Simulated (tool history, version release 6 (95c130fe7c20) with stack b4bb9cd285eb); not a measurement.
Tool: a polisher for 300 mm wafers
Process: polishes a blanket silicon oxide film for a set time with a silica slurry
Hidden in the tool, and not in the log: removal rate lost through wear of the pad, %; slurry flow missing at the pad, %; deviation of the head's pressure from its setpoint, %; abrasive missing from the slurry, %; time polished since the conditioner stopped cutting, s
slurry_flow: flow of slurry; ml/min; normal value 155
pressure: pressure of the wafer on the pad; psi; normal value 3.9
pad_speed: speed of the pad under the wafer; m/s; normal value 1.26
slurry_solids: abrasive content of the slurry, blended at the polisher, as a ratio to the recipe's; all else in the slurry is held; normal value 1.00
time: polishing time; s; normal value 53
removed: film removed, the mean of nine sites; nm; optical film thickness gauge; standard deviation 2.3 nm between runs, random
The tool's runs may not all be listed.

| run | day | slurry_flow | pressure | pad_speed | slurry_solids | time | wafers since the last listed run | wafers polished on this pad | hours since the slurry nozzle was cleaned | hours since the head pressure was calibrated | hours since the slurry blender was calibrated | hours since the conditioning disc was replaced | incoming thickness of the incoming film, nm | removed |
|---|---|---|---|---|---|---|---|---|---|---|---|---|---|---|
| 1 | 0.000 | 155 | 3.9 | 1.26 | 1.00 | 53 | 0 | 826 | 692.2 | 446.3 | 233.2 | 144.4 | 1814.5 | 192.8 |
|  | 1.271 | conditioning disc replaced and pad reconditioned |
| 2 | 1.292 | 155 | 3.9 | 1.26 | 1.00 | 53 | 309 | 1135 | 723.2 | 477.3 | 264.2 | 0.5 | 1769.8 | 191.0 |
| 3 | 2.325 | 155 | 3.9 | 1.26 | 1.00 | 53 | 264 | 1400 | 748.0 | 502.1 | 289.0 | 25.3 | 1780.7 | 191.5 |
| 4 | 3.796 | 155 | 3.9 | 1.26 | 1.00 | 53 | 376 | 1776 | 783.3 | 537.4 | 324.3 | 60.6 | 1767.5 | 182.9 |
| 5 | 4.608 | 155 | 3.9 | 1.26 | 1.00 | 53 | 207 | 1984 | 802.8 | 556.9 | 343.8 | 80.1 | 1810.1 | 186.7 |
| 6 | 5.483 | 155 | 3.9 | 1.26 | 1.00 | 53 | 223 | 2208 | 823.8 | 577.9 | 364.8 | 101.1 | 1783.7 | 186.6 |
|  | 5.733 | slurry nozzle cleaned |
|  | 6.067 | worn pad replaced by a new one |
|  | 7.433 | slurry blender recalibrated |
|  | 8.467 | conditioning disc replaced and pad reconditioned |
| 7 | 8.817 | 155 | 3.9 | 1.38 | 0.80 | 53 | 757 | 661 | 74.0 | 657.9 | 33.2 | 8.4 | 1770.8 | 180.0 |
| 8 | 9.429 | 155 | 4.3 | 0.94 | 1.00 | 53 | 156 | 818 | 88.7 | 672.6 | 47.9 | 23.1 | 1796.3 | 167.0 |
| 9 | 10.725 | 155 | 3.9 | 1.26 | 1.00 | 53 | 331 | 1150 | 119.8 | 703.7 | 79.0 | 54.2 | 1792.7 | 182.4 |
| 10 | 11.379 | 195 | 5.0 | 1.26 | 1.00 | 53 | 167 | 1317 | 135.5 | 719.4 | 94.7 | 69.9 | 1781.6 | 229.9 |
| 11 | 12.462 | 180 | 3.9 | 1.26 | 0.85 | 53 | 277 | 1594 | 161.5 | 745.4 | 120.7 | 95.9 | 1786.2 | 181.6 |
| 12 | 13.675 | 200 | 2.6 | 1.26 | 1.00 | 53 | 310 | 1905 | 190.6 | 774.5 | 149.8 | 125.0 | 1785.4 | 154.3 |
|  | 13.775 | head pressure recalibrated |
|  | 14.508 | worn pad replaced by a new one |
| 13 | 14.529 | 155 | 3.9 | 1.42 | 1.25 | 47 | 154 | 5 | 211.1 | 18.1 | 170.3 | 145.5 | 1784.9 | 192.9 |
| 14 | 15.079 | 155 | 3.9 | 1.26 | 1.00 | 53 | 140 | 145 | 224.3 | 31.3 | 183.5 | 158.7 | 1799.5 | 186.0 |
|  | 15.821 | conditioning disc replaced and pad reconditioned |
| 15 | 16.100 | 155 | 3.9 | 1.56 | 1.10 | 58 | 239 | 385 | 248.8 | 55.8 | 208.0 | 6.7 | 1781.0 | 239.2 |
| 16 | 17.538 | 155 | 3.9 | 1.26 | 1.00 | 53 | 367 | 753 | 283.3 | 90.3 | 242.5 | 41.2 | 1783.2 | 188.2 |
| 17 | 18.233 | 135 | 3.9 | 1.26 | 1.00 | 62 | 178 | 932 | 300.0 | 107.0 | 259.2 | 57.9 | 1802.8 | 211.0 |
| 18 | 19.067 | 170 | 4.3 | 1.64 | 1.00 | 45 | 213 | 1145 | 320.0 | 127.0 | 279.2 | 77.9 | 1799.6 | 197.2 |
| 19 | 20.125 | 155 | 2.9 | 1.26 | 1.10 | 53 | 270 | 1416 | 345.4 | 152.4 | 304.6 | 103.3 | 1770.8 | 161.7 |
|  | 21.529 | worn pad replaced by a new one |
| 20 | 21.550 | 155 | 3.9 | 1.60 | 0.90 | 43 | 322 | 5 | 379.6 | 186.6 | 338.8 | 137.5 | 1769.5 | 167.6 |
| 21 | 22.133 | 185 | 3.9 | 1.26 | 0.75 | 53 | 149 | 154 | 393.6 | 200.6 | 352.8 | 151.5 | 1771.4 | 172.4 |
| 22 | 22.708 | 180 | 3.9 | 1.04 | 1.00 | 47 | 147 | 302 | 407.4 | 214.4 | 366.6 | 165.3 | 1763.9 | 150.7 |
| 23 | 23.300 | 155 | 3.9 | 1.38 | 0.80 | 53 | 151 | 453 | 421.6 | 228.6 | 380.8 | 179.5 | 1821.0 | 187.0 |
| 24 | 23.879 | 155 | 3.9 | 1.26 | 1.00 | 53 | 148 | 601 | 435.5 | 242.5 | 394.7 | 193.4 | 1824.8 | 186.3 |
|  | 24.421 | conditioning disc replaced and pad reconditioned |
| 25 | 24.925 | 155 | 3.9 | 1.26 | 0.90 | 53 | 246 | 848 | 460.6 | 267.6 | 419.8 | 12.1 | 1812.1 | 180.7 |

Forecast each of these 5 alternatives for the next run:
| A | 24.942 | 155 | 3.9 | 1.26 | 1.20 | 53 | 4 | 852 | 461.0 | 268.0 | 420.2 | 12.5 | 1793.1 | ? |
| B | 24.942 | 155 | 3.9 | 1.14 | 1.00 | 53 | 4 | 852 | 461.0 | 268.0 | 420.2 | 12.5 | 1793.1 | ? |
| C | 24.942 | 155 | 4.9 | 1.26 | 0.80 | 53 | 4 | 852 | 461.0 | 268.0 | 420.2 | 12.5 | 1793.1 | ? |
| D | 24.942 | 170 | 3.9 | 0.86 | 1.00 | 53 | 4 | 852 | 461.0 | 268.0 | 420.2 | 12.5 | 1793.1 | ? |
| E | 24.942 | 120 | 4.9 | 1.40 | 1.10 | 53 | 4 | 852 | 461.0 | 268.0 | 420.2 | 12.5 | 1793.1 | ? |

| run | removed |
|---|---|
| A | 199.4 |
| B | 176.4 |
| C | 200.1 |
| D | 152.2 |
| E | 226.0 |
Take away the tool's hidden state, keep each run's random variation, and the runs would have read:
| run | removed |
|---|---|
| A | 199.4 |
| B | 176.4 |
| C | 200.1 |
| D | 152.2 |
| E | 226.0 |

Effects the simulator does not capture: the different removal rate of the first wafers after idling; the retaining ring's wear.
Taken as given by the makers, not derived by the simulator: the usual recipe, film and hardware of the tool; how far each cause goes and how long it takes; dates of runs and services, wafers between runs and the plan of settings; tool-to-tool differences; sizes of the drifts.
